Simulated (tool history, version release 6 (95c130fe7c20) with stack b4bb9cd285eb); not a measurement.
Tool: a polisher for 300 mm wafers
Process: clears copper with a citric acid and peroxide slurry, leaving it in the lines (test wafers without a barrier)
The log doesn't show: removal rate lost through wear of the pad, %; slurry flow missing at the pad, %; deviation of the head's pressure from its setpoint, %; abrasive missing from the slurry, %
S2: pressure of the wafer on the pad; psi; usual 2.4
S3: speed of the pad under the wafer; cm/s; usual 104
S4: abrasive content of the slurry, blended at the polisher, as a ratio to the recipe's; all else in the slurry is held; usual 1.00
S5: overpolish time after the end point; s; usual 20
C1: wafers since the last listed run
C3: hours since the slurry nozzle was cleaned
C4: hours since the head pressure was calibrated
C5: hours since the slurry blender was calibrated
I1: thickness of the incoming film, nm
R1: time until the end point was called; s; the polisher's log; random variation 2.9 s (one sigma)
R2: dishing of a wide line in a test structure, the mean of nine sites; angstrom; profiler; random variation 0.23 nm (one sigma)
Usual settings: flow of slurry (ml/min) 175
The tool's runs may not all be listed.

run 1 hour=0.0 | flow_of_slurry_(ml/min)=175 S2=2.4 S3=104 S4=1.00 S5=20 | C1=0 wafers_polished_on_this_pad=509 C3=170.0 C4=828.8 C5=24.2 | I1=257.2 | R1=196.1 R2=118
run 2 hour=15.3 | flow_of_slurry_(ml/min)=175 S2=2.4 S3=104 S4=1.00 S5=20 | C1=152 wafers_polished_on_this_pad=662 C3=185.3 C4=844.1 C5=39.5 | I1=256.2 | R1=200.3 R2=118
run 3 hour=36.0 | flow_of_slurry_(ml/min)=175 S2=2.4 S3=104 S4=1.00 S5=20 | C1=206 wafers_polished_on_this_pad=868 C3=206.0 C4=864.8 C5=60.2 | I1=259.0 | R1=204.4 R2=117
run 4 hour=49.8 | flow_of_slurry_(ml/min)=175 S2=2.4 S3=104 S4=1.00 S5=11 | C1=137 wafers_polished_on_this_pad=1006 C3=219.8 C4=878.6 C5=74.0 | I1=256.8 | R1=196.6 R2=87
run 5 hour=83.6 | flow_of_slurry_(ml/min)=175 S2=2.4 S3=104 S4=1.00 S5=11 | C1=337 wafers_polished_on_this_pad=1343 C3=253.6 C4=912.4 C5=107.8 | I1=255.9 | R1=205.9 R2=86
run 6 hour=98.2 | flow_of_slurry_(ml/min)=150 S2=2.4 S3=104 S4=1.00 S5=20 | C1=145 wafers_polished_on_this_pad=1489 C3=268.2 C4=927.0 C5=122.4 | I1=255.9 | R1=210.7 R2=117
run 7 hour=112.8 | flow_of_slurry_(ml/min)=150 S2=2.4 S3=104 S4=1.00 S5=20 | C1=145 wafers_polished_on_this_pad=1634 C3=282.8 C4=941.6 C5=137.0 | I1=256.4 | R1=215.7 R2=115
run 8 hour=129.4 | flow_of_slurry_(ml/min)=150 S2=2.4 S3=104 S4=1.00 S5=20 | C1=165 wafers_polished_on_this_pad=1800 C3=299.4 C4=958.2 C5=153.6 | I1=255.4 | R1=221.0 R2=113
-- hour=135.1 worn pad replaced by a new one
run 9 hour=158.8 | flow_of_slurry_(ml/min)=175 S2=2.4 S3=104 S4=1.00 S5=20 | C1=253 wafers_polished_on_this_pad=236 C3=328.8 C4=987.6 C5=183.0 | I1=258.7 | R1=186.0 R2=122
run 10 hour=186.5 | flow_of_slurry_(ml/min)=175 S2=2.4 S3=122 S4=1.00 S5=20 | C1=276 wafers_polished_on_this_pad=513 C3=356.5 C4=1015.3 C5=210.7 | I1=254.1 | R1=162.5 R2=125
-- hour=195.6 slurry blender recalibrated
run 11 hour=214.1 | flow_of_slurry_(ml/min)=135 S2=2.7 S3=74 S4=1.15 S5=20 | C1=255 wafers_polished_on_this_pad=768 C3=384.1 C4=1042.9 C5=18.5 | I1=252.5 | R1=209.9 R2=116
run 12 hour=233.7 | flow_of_slurry_(ml/min)=220 S2=2.6 S3=104 S4=1.00 S5=11 | C1=195 wafers_polished_on_this_pad=964 C3=403.7 C4=1062.5 C5=38.1 | I1=254.9 | R1=170.1 R2=99
run 13 hour=246.0 | flow_of_slurry_(ml/min)=195 S2=2.4 S3=104 S4=1.25 S5=20 | C1=122 wafers_polished_on_this_pad=1086 C3=416.0 C4=1074.8 C5=50.4 | I1=252.7 | R1=176.4 R2=126
-- hour=264.7 head pressure recalibrated
run 14 hour=276.8 | flow_of_slurry_(ml/min)=175 S2=2.4 S3=104 S4=1.00 S5=20 | C1=287 wafers_polished_on_this_pad=1374 C3=446.8 C4=12.1 C5=81.2 | I1=254.7 | R1=196.4 R2=119
run 15 hour=295.5 | flow_of_slurry_(ml/min)=175 S2=2.4 S3=104 S4=1.00 S5=13 | C1=186 wafers_polished_on_this_pad=1560 C3=465.5 C4=30.8 C5=99.9 | I1=255.1 | R1=202.0 R2=96
-- hour=300.9 worn pad replaced by a new one
run 16 hour=309.8 | flow_of_slurry_(ml/min)=145 S2=2.4 S3=104 S4=1.00 S5=20 | C1=102 wafers_polished_on_this_pad=89 C3=479.8 C4=45.1 C5=114.2 | I1=254.2 | R1=185.8 R2=121
-- hour=361.3 slurry nozzle cleaned
run 17 hour=394.3 | flow_of_slurry_(ml/min)=225 S2=2.4 S3=114 S4=0.75 S5=20 | C1=833 wafers_polished_on_this_pad=922 C3=33.0 C4=129.6 C5=198.7 | I1=259.6 | R1=194.8 R2=122
run 18 hour=424.1 | flow_of_slurry_(ml/min)=135 S2=1.9 S3=80 S4=1.00 S5=16 | C1=297 wafers_polished_on_this_pad=1219 C3=62.8 C4=159.4 C5=228.5 | I1=255.4 | R1=304.5 R2=85
run 19 hour=439.9 | flow_of_slurry_(ml/min)=175 S2=2.4 S3=104 S4=1.10 S5=12 | C1=157 wafers_polished_on_this_pad=1377 C3=78.6 C4=175.2 C5=244.3 | I1=256.5 | R1=189.8 R2=98
-- hour=459.2 slurry blender recalibrated
run 20 hour=462.6 | flow_of_slurry_(ml/min)=225 S2=2.4 S3=104 S4=1.00 S5=27 | C1=206 wafers_polished_on_this_pad=1583 C3=101.3 C4=197.9 C5=3.4 | I1=251.5 | R1=192.1 R2=130
-- hour=482.3 worn pad replaced by a new one
run 21 hour=482.8 | flow_of_slurry_(ml/min)=175 S2=3.1 S3=104 S4=1.15 S5=20 | C1=161 wafers_polished_on_this_pad=4 C3=121.5 C4=218.1 C5=23.6 | I1=251.9 | R1=131.4 R2=134
run 22 hour=514.2 | flow_of_slurry_(ml/min)=175 S2=2.4 S3=104 S4=1.20 S5=20 | C1=313 wafers_polished_on_this_pad=317 C3=152.9 C4=249.5 C5=55.0 | I1=251.0 | R1=173.0 R2=122
run 23 hour=533.2 | flow_of_slurry_(ml/min)=205 S2=2.9 S3=104 S4=0.70 S5=20 | C1=189 wafers_polished_on_this_pad=507 C3=171.9 C4=268.5 C5=74.0 | I1=251.4 | R1=167.0 R2=125
run 24 hour=545.3 | flow_of_slurry_(ml/min)=175 S2=2.4 S3=104 S4=0.90 S5=20 | C1=120 wafers_polished_on_this_pad=628 C3=184.0 C4=280.6 C5=86.1 | I1=256.9 | R1=197.8 R2=119
run 25 hour=575.6 | flow_of_slurry_(ml/min)=175 S2=2.4 S3=104 S4=1.00 S5=20 | C1=302 wafers_polished_on_this_pad=930 C3=214.3 C4=310.9 C5=116.4 | I1=254.1 | R1=185.6 R2=119
run 26 hour=610.1 | flow_of_slurry_(ml/min)=175 S2=2.4 S3=78 S4=1.00 S5=20 | C1=344 wafers_polished_on_this_pad=1274 C3=248.8 C4=345.4 C5=150.9 | I1=252.1 | R1=235.4 R2=113
-- hour=641.2 worn pad replaced by a new one
-- hour=672.9 slurry blender recalibrated
run 27 hour=688.5 | flow_of_slurry_(ml/min)=175 S2=1.7 S3=104 S4=1.25 S5=20 | C1=722 wafers_polished_on_this_pad=452 C3=327.2 C4=423.8 C5=15.6 | I1=254.7 | R1=241.2 R2=112
run 28 hour=705.9 | flow_of_slurry_(ml/min)=130 S2=2.4 S3=104 S4=1.00 S5=20 | C1=173 wafers_polished_on_this_pad=625 C3=344.6 C4=441.2 C5=33.0 | I1=256.4 | R1=206.6 R2=121

What the log doesn't show, run by run:
slurry flow missing at the pad, %: 0 in every run
deviation of the head's pressure from its setpoint, %: 0 in every run
abrasive missing from the slurry, %: 0 in every run
H1: removal rate lost through wear of the pad, %
run=1 H1=7.19
run=2 H1=8.22
run=3 H1=9.61
run=4 H1=10.5
run=5 H1=12.8
run=6 H1=13.8
run=7 H1=14.8
run=8 H1=15.9
run=9 H1=1.88
run=10 H1=3.75
run=11 H1=5.61
run=12 H1=6.93
run=13 H1=7.75
run=14 H1=9.83
run=15 H1=11.1
run=16 H1=0.694
run=17 H1=6.39
run=18 H1=8.39
run=19 H1=9.46
run=20 H1=11
run=21 H1=0.215
run=22 H1=2.33
run=23 H1=3.61
run=24 H1=4.43
run=25 H1=6.47
run=26 H1=8.79
run=27 H1=3.26
run=28 H1=4.43
